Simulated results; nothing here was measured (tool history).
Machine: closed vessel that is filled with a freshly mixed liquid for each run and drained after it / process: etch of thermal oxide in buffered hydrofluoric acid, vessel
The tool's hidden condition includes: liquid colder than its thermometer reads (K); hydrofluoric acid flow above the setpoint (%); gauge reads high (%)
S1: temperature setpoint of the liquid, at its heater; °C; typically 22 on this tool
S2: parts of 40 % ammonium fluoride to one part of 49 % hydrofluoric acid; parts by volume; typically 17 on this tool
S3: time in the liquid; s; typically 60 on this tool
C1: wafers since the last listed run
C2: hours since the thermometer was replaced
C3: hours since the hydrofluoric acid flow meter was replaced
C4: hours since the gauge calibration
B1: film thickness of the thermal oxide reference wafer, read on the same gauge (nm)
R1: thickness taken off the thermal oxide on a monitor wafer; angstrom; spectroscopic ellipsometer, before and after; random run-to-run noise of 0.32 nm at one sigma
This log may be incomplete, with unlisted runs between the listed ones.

run 1 day=0 | S1=22 S2=17 S3=60 | C1=0 C2=1698.6 C3=806.5 C4=1696.9 | B1=30 | R1=400.4
run 2 day=1.942 | S1=22 S2=17 S3=60 | C1=6639 C2=1745.2 C3=853.1 C4=1743.5 | B1=30.01 | R1=387.9
run 3 day=3.721 | S1=25.5 S2=19 S3=60 | C1=6084 C2=1787.9 C3=895.8 C4=1786.2 | B1=29.98 | R1=431.6
run 4 day=5.933 | S1=25.5 S2=19 S3=60 | C1=7565 C2=1841 C3=948.9 C4=1839.3 | B1=30.03 | R1=427.7
run 5 day=8.458 | S1=22 S2=17 S3=50 | C1=8634 C2=1901.6 C3=1009.5 C4=1899.9 | B1=30 | R1=334.1
run 6 day=11.312 | S1=22 S2=17 S3=50 | C1=9760 C2=1970.1 C3=1078 C4=1968.4 | B1=30.02 | R1=330.4
run 7 day=13.429 | S1=22 S2=17 S3=60 | C1=7238 C2=2020.9 C3=1128.8 C4=2019.2 | B1=30.02 | R1=395.1
run 8 day=14.496 | S1=22 S2=17 S3=60 | C1=3647 C2=2046.5 C3=1154.4 C4=2044.8 | B1=30.02 | R1=397.1
run 9 day=16.333 | S1=24.5 S2=17 S3=60 | C1=6283 C2=2090.6 C3=1198.5 C4=2088.9 | B1=30.03 | R1=469.5
run 10 day=17.471 | S1=25 S2=18.5 S3=60 | C1=3889 C2=2117.9 C3=1225.8 C4=2116.2 | B1=30.01 | R1=439.2
-- day=20.046 hydrofluoric acid flow meter replaced
run 11 day=20.225 | S1=22 S2=17 S3=85 | C1=9275 C2=2184 C3=4.3 C4=2182.3 | B1=30 | R1=590
-- day=25.188 thermometer replaced
run 12 day=26.2 | S1=20.5 S2=24 S3=90 | C1=20289 C2=24.3 C3=147.7 C4=2325.7 | B1=30.01 | R1=423.6
-- day=27.046 gauge calibrated
run 13 day=28.867 | S1=22 S2=17 S3=40 | C1=9118 C2=88.3 C3=211.7 C4=43.7 | B1=30.01 | R1=283
run 14 day=29.988 | S1=22 S2=17 S3=60 | C1=3832 C2=115.2 C3=238.6 C4=70.6 | B1=29.97 | R1=423.6
run 15 day=31.638 | S1=26.5 S2=12 S3=30 | C1=5642 C2=154.8 C3=278.2 C4=110.2 | B1=29.98 | R1=383.2
run 16 day=33.079 | S1=22 S2=17 S3=60 | C1=4929 C2=189.4 C3=312.8 C4=144.8 | B1=29.98 | R1=430.2
run 17 day=35.983 | S1=24 S2=15 S3=60 | C1=9931 C2=259.1 C3=382.5 C4=214.5 | B1=29.97 | R1=539.3
run 18 day=37.771 | S1=22 S2=14 S3=60 | C1=6112 C2=302 C3=425.4 C4=257.4 | B1=29.98 | R1=508.9
-- day=38.429 hydrofluoric acid flow meter replaced, repeated, since the last time left the tool worse
run 19 day=39.562 | S1=25.5 S2=17 S3=60 | C1=5984 C2=345 C3=27.2 C4=300.4 | B1=30.04 | R1=455.6
run 20 day=42.388 | S1=26.5 S2=17 S3=60 | C1=9660 C2=412.8 C3=95 C4=368.2 | B1=29.98 | R1=477.1
run 21 day=45.188 | S1=22 S2=17 S3=60 | C1=9574 C2=480 C3=162.2 C4=435.4 | B1=30 | R1=373
run 22 day=46.496 | S1=22 S2=17 S3=60 | C1=4473 C2=511.4 C3=193.6 C4=466.8 | B1=30 | R1=379.6
run 23 day=48.883 | S1=22 S2=17 S3=60 | C1=8164 C2=568.7 C3=250.9 C4=524.1 | B1=30.01 | R1=386.3
run 24 day=51.238 | S1=26 S2=12.5 S3=45 | C1=8050 C2=625.2 C3=307.4 C4=580.6 | B1=30.02 | R1=484.5
run 25 day=52.3 | S1=22 S2=17 S3=60 | C1=3633 C2=650.7 C3=332.9 C4=606.1 | B1=29.99 | R1=377.9
run 26 day=53.988 | S1=22 S2=17 S3=60 | C1=5770 C2=691.2 C3=373.4 C4=646.6 | B1=30.02 | R1=382.2
run 27 day=55.571 | S1=22 S2=17 S3=60 | C1=5414 C2=729.2 C3=411.4 C4=684.6 | B1=30.02 | R1=381.3
run 28 day=56.65 | S1=26 S2=18.5 S3=60 | C1=3690 C2=755.1 C3=437.3 C4=710.5 | B1=29.98 | R1=436.1
run 29 day=58.438 | S1=18 S2=19 S3=70 | C1=6112 C2=798 C3=480.2 C4=753.4 | B1=30.01 | R1=317.7
run 30 day=60.679 | S1=24 S2=17 S3=35 | C1=7665 C2=851.8 C3=534 C4=807.2 | B1=30 | R1=251.8
run 31 day=63.15 | S1=20 S2=12 S3=30 | C1=8449 C2=911.1 C3=593.3 C4=866.5 | B1=29.99 | R1=238.7
run 32 day=64.988 | S1=26.5 S2=19 S3=95 | C1=6283 C2=955.2 C3=637.4 C4=910.6 | B1=30.03 | R1=712.5
run 33 day=66.271 | S1=25 S2=11 S3=90 | C1=4388 C2=986 C3=668.2 C4=941.4 | B1=29.99 | R1=1052.8
run 34 day=68.196 | S1=24.5 S2=17 S3=40 | C1=6582 C2=1032.2 C3=714.4 C4=987.6 | B1=29.99 | R1=302.4

Alternative continuations, all from the tool just after run 34; predict every row:
run A day=68.225 | S1=22 S2=17 S3=60 | C1=99 C2=1032.9 C3=715.1 C4=988.3 | B1=? | R1=?
run B day=68.225 | S1=17.5 S2=15 S3=85 | C1=99 C2=1032.9 C3=715.1 C4=988.3 | B1=? | R1=?
run C day=68.225 | S1=24 S2=21.5 S3=75 | C1=99 C2=1032.9 C3=715.1 C4=988.3 | B1=? | R1=?

run=A B1=30.01 R1=389.3
run=B B1=30.01 R1=484.5
run=C B1=30.01 R1=434.6
With no hidden state in the tool, these same runs would have given:
run=A R1=372.7
run=B R1=463.8
run=C R1=421.6

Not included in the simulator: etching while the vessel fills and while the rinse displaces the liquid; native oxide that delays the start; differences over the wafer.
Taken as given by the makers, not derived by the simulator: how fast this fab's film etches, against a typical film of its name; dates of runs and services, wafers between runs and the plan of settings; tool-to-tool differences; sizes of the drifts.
